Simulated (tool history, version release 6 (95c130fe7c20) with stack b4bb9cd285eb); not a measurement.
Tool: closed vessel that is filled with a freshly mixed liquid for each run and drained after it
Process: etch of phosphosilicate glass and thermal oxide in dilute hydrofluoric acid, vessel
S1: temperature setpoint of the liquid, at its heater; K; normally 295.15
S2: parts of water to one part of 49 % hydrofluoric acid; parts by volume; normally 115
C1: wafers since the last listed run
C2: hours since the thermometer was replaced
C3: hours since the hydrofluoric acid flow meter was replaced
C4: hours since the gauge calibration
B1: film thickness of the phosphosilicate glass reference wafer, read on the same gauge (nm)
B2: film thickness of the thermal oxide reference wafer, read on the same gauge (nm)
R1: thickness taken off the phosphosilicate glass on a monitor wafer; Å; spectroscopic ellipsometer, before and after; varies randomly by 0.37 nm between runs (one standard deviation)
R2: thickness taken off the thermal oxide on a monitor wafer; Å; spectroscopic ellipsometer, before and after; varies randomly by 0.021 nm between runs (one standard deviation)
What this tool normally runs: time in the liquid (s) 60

Run 1, hour 0.0: usual settings but S2 150 parts by volume; C1 0; C2 2159.8; C3 1518.5; C4 1309.5; B1 120.00; B2 130.019. Result: R1 362.8 Å, R2 16.30 Å.
Run 2, hour 64.9: usual settings but S2 150 parts by volume; C1 7832; C2 2224.7; C3 1583.4; C4 1374.4; B1 120.00; B2 129.999. Result: R1 355.8 Å, R2 16.32 Å.
Run 3, hour 153.9: usual settings but time in the liquid (s) 45; C1 10741; C2 2313.7; C3 1672.4; C4 1463.4; B1 120.00; B2 129.991. Result: R1 369.1 Å, R2 16.78 Å.
Run 4, hour 241.7: usual settings but time in the liquid (s) 45; C1 10596; C2 2401.5; C3 1760.2; C4 1551.2; B1 120.00; B2 130.007. Result: R1 370.5 Å, R2 16.47 Å.
Run 5, hour 282.3: usual settings but time in the liquid (s) 45; C1 4899; C2 2442.1; C3 1800.8; C4 1591.8; B1 120.01; B2 130.030. Result: R1 368.5 Å, R2 16.45 Å.
Run 6, hour 390.2: usual settings; C1 13022; C2 2550.0; C3 1908.7; C4 1699.7; B1 120.02; B2 130.014. Result: R1 487.0 Å, R2 22.24 Å.
Run 7, hour 428.7: usual settings; C1 4646; C2 2588.5; C3 1947.2; C4 1738.2; B1 119.98; B2 130.008. Result: R1 483.0 Å, R2 22.29 Å.
Run 8, hour 512.6: usual settings; C1 10125; C2 2672.4; C3 2031.1; C4 1822.1; B1 120.02; B2 130.001. Result: R1 478.7 Å, R2 22.25 Å.
Run 9, hour 551.8: usual settings but time in the liquid (s) 85; C1 4730; C2 2711.6; C3 2070.3; C4 1861.3; B1 119.99; B2 129.997. Result: R1 680.7 Å, R2 31.54 Å.
At hour 612.7: gauge calibrated.
Run 10, hour 619.1: usual settings but time in the liquid (s) 85; C1 8122; C2 2778.9; C3 2137.6; C4 6.4; B1 120.00; B2 130.026. Result: R1 686.0 Å, R2 31.41 Å.
At hour 652.8: thermometer replaced.
Run 11, hour 721.6: usual settings but S2 175 parts by volume, time in the liquid (s) 90; C1 12249; C2 68.8; C3 2240.1; C4 108.9; B1 119.97; B2 130.029. Result: R1 452.1 Å, R2 20.37 Å.
At hour 744.2: hydrofluoric acid flow meter replaced.
Run 12, hour 771.0: usual settings but S2 140 parts by volume, time in the liquid (s) 85; C1 5841; C2 118.2; C3 26.8; C4 158.3; B1 119.99; B2 130.047. Result: R1 558.4 Å, R2 25.32 Å.
Run 13, hour 844.0: usual settings but S1 290.15 K, S2 80 parts by volume, time in the liquid (s) 80; C1 8810; C2 191.2; C3 99.8; C4 231.3; B1 120.00; B2 129.989. Result: R1 786.6 Å, R2 36.63 Å.
Run 14, hour 894.5: usual settings but S1 298.65 K, time in the liquid (s) 85; C1 6094; C2 241.7; C3 150.3; C4 281.8; B1 119.98; B2 130.025. Result: R1 785.2 Å, R2 36.14 Å.
Run 15, hour 976.4: usual settings but S1 292.15 K, time in the liquid (s) 30; C1 9884; C2 323.6; C3 232.2; C4 363.7; B1 120.01; B2 130.005. Result: R1 217.0 Å, R2 9.80 Å.
Run 16, hour 1069.1: usual settings but S1 293.15 K, S2 65 parts by volume, time in the liquid (s) 30; C1 11187; C2 416.3; C3 324.9; C4 456.4; B1 119.99; B2 129.984. Result: R1 427.6 Å, R2 19.54 Å.

Estimate the outcome of run 17 from the log above:
Run 17, hour 1340.3: usual settings but S2 140 parts by volume, time in the liquid (s) 85; C1 32730; C2 687.5; C3 596.1; C4 727.6; B1 ?; B2 ?. Result: R1 ?, R2 ?.

{"run 17": {"B1": 120.01, "B2": 129.96, "R1": 550.2, "R2": 25.79}}
If the tool had no hidden condition, the same run with the same run-to-run variation would have returned R1 550.2 Å, R2 25.79 Å.

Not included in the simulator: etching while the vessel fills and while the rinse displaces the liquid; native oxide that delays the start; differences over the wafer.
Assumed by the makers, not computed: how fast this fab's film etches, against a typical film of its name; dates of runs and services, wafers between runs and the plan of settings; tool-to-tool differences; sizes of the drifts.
